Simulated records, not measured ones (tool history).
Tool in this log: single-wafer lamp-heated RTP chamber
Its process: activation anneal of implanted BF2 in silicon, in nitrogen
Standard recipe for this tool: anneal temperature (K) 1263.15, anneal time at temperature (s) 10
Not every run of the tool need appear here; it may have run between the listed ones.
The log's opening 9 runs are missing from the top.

run	day	anneal temperature (K)	anneal time at temperature (s)	read-back reference wafer on the same gauge, sheet resistance	sheet resistance of the implanted and annealed layer (ohm/square)
10	9.408	1279.15	10	402.01	362.82
11	10.679	1281.15	13	401.95	362.85
12	11.358	1281.15	13	401.99	362.78
13	12.804	1263.15	10	402.05	365.71
14	13.425	1263.15	10	402.01	365.05
15	14.358	1263.15	10	401.89	365.01
16	14.917	1263.15	10	401.93	364.67
17	15.479	1263.15	8	401.85	365.52
18	16.367	1291.15	4	402.11	366.66
# day 17.188: pyrometer window cleaned and pyrometer calibrated
19	17.521	1263.15	10	401.98	367.12
20	18.346	1263.15	10	402.12	366.16

Estimate the outcome of run 21 from the log above:
21	19.454	1263.15	10	?	?

{"run 21": {"read-back reference wafer on the same gauge, sheet resistance": 401.99, "sheet resistance of the implanted and annealed layer (ohm/square)": 365.78}}
On a tool with no hidden condition, and with the same random variation, this run would have come out at sheet resistance of the implanted and annealed layer (ohm/square) 368.47.

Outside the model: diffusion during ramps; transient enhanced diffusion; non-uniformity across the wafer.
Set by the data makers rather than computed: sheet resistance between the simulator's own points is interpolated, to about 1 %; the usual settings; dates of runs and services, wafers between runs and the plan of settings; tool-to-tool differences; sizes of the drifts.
